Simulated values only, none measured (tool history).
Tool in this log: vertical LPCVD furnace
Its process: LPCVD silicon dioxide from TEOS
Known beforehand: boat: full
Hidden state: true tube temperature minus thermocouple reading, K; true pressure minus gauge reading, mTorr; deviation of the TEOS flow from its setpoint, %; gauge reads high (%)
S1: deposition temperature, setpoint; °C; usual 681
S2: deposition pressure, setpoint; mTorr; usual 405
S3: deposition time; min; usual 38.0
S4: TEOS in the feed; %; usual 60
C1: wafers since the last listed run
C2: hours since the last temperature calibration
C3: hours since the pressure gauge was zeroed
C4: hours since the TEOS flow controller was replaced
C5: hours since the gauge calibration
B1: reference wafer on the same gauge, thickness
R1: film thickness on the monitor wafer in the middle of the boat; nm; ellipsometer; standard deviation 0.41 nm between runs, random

{"run": 1, "hour": 0.0, "S1": 681, "S2": 405, "S3": 33.5, "S4": 60, "C1": 0, "C2": 3551.6, "C3": 3442.9, "C4": 5665.2, "C5": 232.2, "B1": 202.1, "R1": 171.41}
{"run": 2, "hour": 106.5, "S1": 681, "S2": 405, "S3": 33.5, "S4": 60, "C1": 1364, "C2": 3658.1, "C3": 3549.4, "C4": 5771.7, "C5": 338.7, "B1": 202.11, "R1": 171.31}
{"run": 3, "hour": 343.4, "S1": 681, "S2": 405, "S3": 27.5, "S4": 60, "C1": 3034, "C2": 3895.0, "C3": 3786.3, "C4": 6008.6, "C5": 575.6, "B1": 202.0, "R1": 140.68}
{"run": 4, "hour": 436.9, "S1": 681, "S2": 405, "S3": 38.0, "S4": 60, "C1": 1197, "C2": 3988.5, "C3": 3879.8, "C4": 6102.1, "C5": 669.1, "B1": 201.91, "R1": 193.65}
{"run": 5, "hour": 535.8, "S1": 681, "S2": 405, "S3": 38.0, "S4": 60, "C1": 1266, "C2": 4087.4, "C3": 3978.7, "C4": 6201.0, "C5": 768.0, "B1": 202.03, "R1": 194.14}
{"run": 6, "hour": 576.3, "S1": 681, "S2": 405, "S3": 38.0, "S4": 60, "C1": 518, "C2": 4127.9, "C3": 4019.2, "C4": 6241.5, "C5": 808.5, "B1": 202.04, "R1": 194.66}
{"run": 7, "hour": 612.5, "S1": 687, "S2": 405, "S3": 38.0, "S4": 60, "C1": 463, "C2": 4164.1, "C3": 4055.4, "C4": 6277.7, "C5": 844.7, "B1": 202.03, "R1": 225.12}
{"run": 8, "hour": 654.5, "S1": 687, "S2": 405, "S3": 38.0, "S4": 60, "C1": 538, "C2": 4206.1, "C3": 4097.4, "C4": 6319.7, "C5": 886.7, "B1": 201.9, "R1": 223.76}
{"run": 9, "hour": 720.5, "S1": 681, "S2": 405, "S3": 38.0, "S4": 60, "C1": 845, "C2": 4272.1, "C3": 4163.4, "C4": 6385.7, "C5": 952.7, "B1": 202.19, "R1": 194.04}
{"run": 10, "hour": 761.1, "S1": 681, "S2": 405, "S3": 38.0, "S4": 60, "C1": 520, "C2": 4312.7, "C3": 4204.0, "C4": 6426.3, "C5": 993.3, "B1": 201.77, "R1": 194.61}
{"hour": 808.5, "done": "gauge calibrated"}
{"hour": 877.5, "done": "pressure gauge zeroed"}
{"hour": 884.3, "done": "TEOS flow controller replaced"}
{"run": 11, "hour": 884.8, "S1": 669, "S2": 505, "S3": 38.0, "S4": 60, "C1": 1189, "C2": 4436.4, "C3": 7.3, "C4": 0.5, "C5": 76.3, "B1": 202.09, "R1": 161.35}
{"run": 12, "hour": 929.2, "S1": 681, "S2": 405, "S3": 38.0, "S4": 60, "C1": 568, "C2": 4480.8, "C3": 51.7, "C4": 44.9, "C5": 120.7, "B1": 202.11, "R1": 193.19}
{"run": 13, "hour": 1024.0, "S1": 681, "S2": 475, "S3": 29.0, "S4": 54, "C1": 1214, "C2": 4575.6, "C3": 146.5, "C4": 139.7, "C5": 215.5, "B1": 202.0, "R1": 152.39}
{"run": 14, "hour": 1125.7, "S1": 681, "S2": 405, "S3": 38.0, "S4": 60, "C1": 1302, "C2": 4677.3, "C3": 248.2, "C4": 241.4, "C5": 317.2, "B1": 201.91, "R1": 194.87}
{"run": 15, "hour": 1227.4, "S1": 689, "S2": 495, "S3": 38.0, "S4": 60, "C1": 1302, "C2": 4779.0, "C3": 349.9, "C4": 343.1, "C5": 418.9, "B1": 201.79, "R1": 260.6}
{"hour": 1273.6, "done": "thermocouples replaced and temperature profile calibrated"}
{"run": 16, "hour": 1301.9, "S1": 689, "S2": 455, "S3": 25.0, "S4": 64, "C1": 646, "C2": 28.3, "C3": 424.4, "C4": 417.6, "C5": 493.4, "B1": 201.83, "R1": 164.2}
{"run": 17, "hour": 1345.5, "S1": 681, "S2": 500, "S3": 38.0, "S4": 60, "C1": 558, "C2": 71.9, "C3": 468.0, "C4": 461.2, "C5": 537.0, "B1": 201.82, "R1": 209.23}
{"run": 18, "hour": 1408.3, "S1": 681, "S2": 405, "S3": 48.5, "S4": 60, "C1": 804, "C2": 134.7, "C3": 530.8, "C4": 524.0, "C5": 599.8, "B1": 201.81, "R1": 239.33}
{"run": 19, "hour": 1499.4, "S1": 681, "S2": 470, "S3": 38.0, "S4": 60, "C1": 1167, "C2": 225.8, "C3": 621.9, "C4": 615.1, "C5": 690.9, "B1": 202.03, "R1": 203.46}
{"run": 20, "hour": 1574.3, "S1": 681, "S2": 325, "S3": 51.0, "S4": 60, "C1": 959, "C2": 300.7, "C3": 696.8, "C4": 690.0, "C5": 765.8, "B1": 202.14, "R1": 227.02}
{"run": 21, "hour": 1677.7, "S1": 669, "S2": 405, "S3": 38.0, "S4": 48, "C1": 1324, "C2": 404.1, "C3": 800.2, "C4": 793.4, "C5": 869.2, "B1": 202.12, "R1": 125.9}

Forecast each of these 5 alternatives for the next run:
{"run": "A", "hour": 1682.1, "S1": 681, "S2": 405, "S3": 38.0, "S4": 60, "C1": 56, "C2": 408.5, "C3": 804.6, "C4": 797.8, "C5": 873.6, "B1": "?", "R1": "?"}
{"run": "B", "hour": 1682.1, "S1": 690, "S2": 405, "S3": 43.5, "S4": 64, "C1": 56, "C2": 408.5, "C3": 804.6, "C4": 797.8, "C5": 873.6, "B1": "?", "R1": "?"}
{"run": "C", "hour": 1682.1, "S1": 677, "S2": 485, "S3": 27.5, "S4": 51, "C1": 56, "C2": 408.5, "C3": 804.6, "C4": 797.8, "C5": 873.6, "B1": "?", "R1": "?"}
{"run": "D", "hour": 1682.1, "S1": 681, "S2": 405, "S3": 38.0, "S4": 70, "C1": 56, "C2": 408.5, "C3": 804.6, "C4": 797.8, "C5": 873.6, "B1": "?", "R1": "?"}
{"run": "E", "hour": 1682.1, "S1": 686, "S2": 405, "S3": 45.5, "S4": 55, "C1": 56, "C2": 408.5, "C3": 804.6, "C4": 797.8, "C5": 873.6, "B1": "?", "R1": "?"}

run=A B1=201.93 R1=189.25
run=B B1=201.93 R1=277.59
run=C B1=201.93 R1=125.38
run=D B1=201.93 R1=204.41
run=E B1=201.93 R1=244.69
Without the tool's hidden state the same runs would have given:
run=A R1=187.72
run=B R1=275.39
run=C R1=124.36
run=D R1=202.76
run=E R1=242.73

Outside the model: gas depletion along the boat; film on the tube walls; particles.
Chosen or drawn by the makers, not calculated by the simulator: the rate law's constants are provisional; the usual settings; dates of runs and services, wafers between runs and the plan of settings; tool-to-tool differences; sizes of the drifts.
